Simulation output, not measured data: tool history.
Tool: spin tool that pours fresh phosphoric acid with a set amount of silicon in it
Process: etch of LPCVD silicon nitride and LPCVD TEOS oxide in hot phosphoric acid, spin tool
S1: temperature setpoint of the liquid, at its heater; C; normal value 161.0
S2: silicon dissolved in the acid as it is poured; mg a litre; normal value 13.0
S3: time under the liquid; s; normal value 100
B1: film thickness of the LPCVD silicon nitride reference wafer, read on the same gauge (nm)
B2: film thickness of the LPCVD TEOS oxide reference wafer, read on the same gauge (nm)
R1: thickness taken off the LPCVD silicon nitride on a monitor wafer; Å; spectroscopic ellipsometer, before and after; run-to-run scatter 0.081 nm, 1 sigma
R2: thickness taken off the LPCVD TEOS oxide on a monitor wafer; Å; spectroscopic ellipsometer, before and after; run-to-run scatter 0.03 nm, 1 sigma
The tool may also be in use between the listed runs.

run,hour,S1,S2,S3,B1,B2,R1,R2
1,0.0,162.5,13.0,100,149.99,110.001,90.1,5.05
2,64.6,162.0,13.0,100,150.00,110.006,88.1,4.52
# hour 73.9: dissolved silicon flow meter replaced
3,95.2,161.0,5.5,120,149.99,110.013,102.3,6.73
4,166.4,161.0,13.0,100,150.00,110.013,85.1,4.67
5,222.5,159.5,17.0,75,150.02,109.993,59.2,2.66
# hour 265.1: heated supply line repaired
6,275.2,161.0,8.0,45,150.00,110.000,41.4,2.65
7,324.4,164.0,13.0,140,149.99,109.981,143.2,9.37
8,349.0,163.5,23.0,85,149.99,109.950,85.7,4.20
9,384.6,161.0,13.0,100,149.98,109.985,93.1,5.88
# hour 401.4: gauge calibrated
10,416.4,159.0,13.0,100,150.01,109.977,86.0,4.78
# hour 481.0: thermometer replaced
11,486.6,161.0,13.0,100,150.00,110.026,90.6,5.15
12,523.3,161.0,13.0,100,150.01,110.006,94.0,5.75
13,557.4,162.5,18.0,100,150.04,109.978,97.2,5.50
14,599.9,163.5,13.0,100,150.00,110.011,100.3,5.89
# hour 631.0: dissolved silicon flow meter replaced
15,667.9,161.0,13.0,150,149.96,110.021,137.6,8.52
16,713.9,161.0,13.0,100,150.00,110.003,92.1,5.33
17,767.0,161.0,13.0,100,149.97,110.028,91.4,5.60
18,813.8,161.0,13.0,100,150.02,109.986,90.8,5.53
19,879.7,160.0,13.0,70,150.00,109.991,61.0,3.33
20,930.3,163.0,13.0,140,150.01,110.036,136.9,8.16
21,968.6,163.0,20.5,100,150.02,109.969,95.8,4.87
22,1012.4,158.5,13.0,100,149.97,110.002,82.6,3.77
23,1082.4,161.0,13.0,100,149.97,109.976,88.9,5.26

Below, some changes in R1 between adjacent runs. For each, the amount present without the hidden state too (settings, incoming material, random variation) and the amount remaining for the hidden state with gauge scatter not shared by both compared results:
The hidden state here: liquid hotter than its thermometer reads (K); dissolved silicon flow above the setpoint (%); temperature lost on the way to the wafer (K); gauge reads high (%).
Run 5 -> 6: S1 159.5 -> 161.0, S2 17.0 -> 8.0, S3 75 -> 45, heated supply line repaired. R1 -17.8 Å: hidden state +6.7, all else -24.5.
Run 6 -> 7: S1 161.0 -> 164.0, S2 8.0 -> 13.0, S3 45 -> 140. R1 +101.8 Å: hidden state -1.6, all else +103.4.
Run 19 -> 20: S1 160.0 -> 163.0, S3 70 -> 140. R1 +75.9 Å: hidden state -3.6, all else +79.5.
